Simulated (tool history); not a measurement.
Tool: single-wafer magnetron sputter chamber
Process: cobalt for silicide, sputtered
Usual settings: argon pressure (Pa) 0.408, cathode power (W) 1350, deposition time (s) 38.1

run   hour  argon pressure (Pa)  cathode power (W)  deposition time (s)  read-back reference wafer on the same gauge, thickness_nm  mean film thickness on the monitor wafer (angstrom)
  1    0.0                0.408               1350                 38.1                                                     30.008                                               247.59
  2   12.0                0.408               1350                 38.1                                                     29.989                                               248.31
  3   21.7                0.408               1350                 41.9                                                     30.017                                               272.53
  4   28.7                0.408               1350                 41.9                                                     29.999                                               272.95
  5   39.6                0.408               1350                 41.9                                                     30.001                                               272.18
  6   46.1                0.353               1350                 38.1                                                     30.001                                               252.33
  7   54.7                0.353               1350                 38.1                                                     30.006                                               252.53
  8   67.6                0.353               1350                 38.1                                                     30.010                                               253.06
  9   78.9                0.408               1150                 38.1                                                     30.010                                               210.65
 10   94.5                0.408               1150                 38.1                                                     30.022                                               210.64
 11  112.3                0.408               1150                 38.1                                                     29.985                                               210.78
 12  120.4                0.369               1350                 39.7                                                     29.988                                               261.12
 13  135.5                0.408               1350                 38.1                                                     30.009                                               246.85
 14  152.1                0.408               1350                 38.1                                                     29.995                                               247.13
     166.9  -- gauge calibrated
 15  169.4                0.408               1350                 40.4                                                     29.994                                               262.27
 16  176.5                0.408               1500                 38.1                                                     29.998                                               274.32
     184.7  -- sputter target and shields replaced
 17  187.7                0.408               1350                 43.5                                                     30.013                                               290.09
 18  199.8                0.408               1100                 38.1                                                     30.011                                               205.92
     213.6  -- capacitance manometer re-zeroed and calibrated
 19  214.1                0.408               1250                 38.1                                                     29.984                                               234.84
 20  225.3                0.408               1350                 41.9                                                     29.991                                               276.93
     263.3  -- magnet pack replaced
 21  263.8                0.408               1350                 38.1                                                     29.986                                               251.30
 22  266.8                0.320               1600                 40.8                                                     29.988                                               328.61
 23  275.4                0.353               1350                 38.1                                                     29.998                                               255.53
 24  288.2                0.544               1150                 33.0                                                     30.006                                               176.52
 25  295.2                0.563               1600                 32.8                                                     29.974                                               243.16

The next listed run, before its measurement:
 26  308.4                0.527               1500                 43.6                                                          ?                                                    ?

read-back reference wafer on the same gauge, thickness_nm: 30.010
mean film thickness on the monitor wafer (angstrom): 305.74
Without the tool's hidden state the same run would have given mean film thickness on the monitor wafer (angstrom) 310.58.
